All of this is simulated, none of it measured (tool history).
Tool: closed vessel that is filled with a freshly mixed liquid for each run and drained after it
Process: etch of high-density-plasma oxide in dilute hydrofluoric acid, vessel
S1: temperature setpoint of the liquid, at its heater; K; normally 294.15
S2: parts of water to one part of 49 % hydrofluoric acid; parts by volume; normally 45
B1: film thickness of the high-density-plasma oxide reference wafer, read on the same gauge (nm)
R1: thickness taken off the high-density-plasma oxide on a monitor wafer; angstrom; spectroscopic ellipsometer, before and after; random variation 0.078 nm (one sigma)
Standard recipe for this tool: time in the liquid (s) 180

run 1 hour=0.0 | S1=294.15 S2=45 time_in_the_liquid_(s)=180 | B1=110.01 | R1=275.6
run 2 hour=10.2 | S1=294.15 S2=45 time_in_the_liquid_(s)=180 | B1=109.99 | R1=274.3
run 3 hour=18.9 | S1=294.15 S2=45 time_in_the_liquid_(s)=180 | B1=109.99 | R1=274.7
run 4 hour=32.7 | S1=294.15 S2=45 time_in_the_liquid_(s)=180 | B1=109.99 | R1=275.7
run 5 hour=50.6 | S1=294.15 S2=45 time_in_the_liquid_(s)=180 | B1=109.98 | R1=275.5
run 6 hour=69.3 | S1=294.15 S2=45 time_in_the_liquid_(s)=180 | B1=109.99 | R1=273.6
-- hour=72.2 gauge calibrated
run 7 hour=82.0 | S1=294.15 S2=45 time_in_the_liquid_(s)=180 | B1=110.00 | R1=274.3
run 8 hour=88.3 | S1=294.15 S2=45 time_in_the_liquid_(s)=180 | B1=110.01 | R1=273.5
run 9 hour=97.3 | S1=295.65 S2=25 time_in_the_liquid_(s)=245 | B1=110.02 | R1=731.5
run 10 hour=103.6 | S1=290.15 S2=30 time_in_the_liquid_(s)=250 | B1=109.98 | R1=489.5
run 11 hour=112.8 | S1=294.15 S2=45 time_in_the_liquid_(s)=180 | B1=110.01 | R1=272.4
run 12 hour=120.9 | S1=292.15 S2=50 time_in_the_liquid_(s)=270 | B1=110.02 | R1=335.6
-- hour=129.1 thermometer replaced
-- hour=133.5 hydrofluoric acid flow meter replaced
run 13 hour=134.0 | S1=297.65 S2=35 time_in_the_liquid_(s)=230 | B1=110.01 | R1=610.1
run 14 hour=148.3 | S1=295.65 S2=25 time_in_the_liquid_(s)=245 | B1=109.98 | R1=848.5
-- hour=155.3 gauge calibrated
run 15 hour=159.5 | S1=298.65 S2=35 time_in_the_liquid_(s)=220 | B1=110.01 | R1=607.0
run 16 hour=166.2 | S1=294.15 S2=45 time_in_the_liquid_(s)=180 | B1=110.01 | R1=316.1
run 17 hour=177.9 | S1=294.15 S2=45 time_in_the_liquid_(s)=180 | B1=110.00 | R1=314.9

3 options for the next run, each taken on its own from the tool as it stands now. Forecast them:
run A hour=178.6 | S1=294.15 S2=45 time_in_the_liquid_(s)=180 | B1=? | R1=?
run B hour=178.6 | S1=295.65 S2=55 time_in_the_liquid_(s)=105 | B1=? | R1=?
run C hour=178.6 | S1=292.65 S2=45 time_in_the_liquid_(s)=180 | B1=? | R1=?

run=A B1=110.02 R1=316.8
run=B B1=110.02 R1=159.0
run=C B1=110.02 R1=297.2
Without the tool's hidden state the same runs would have given:
run=A R1=321.7
run=B R1=161.5
run=C R1=301.8
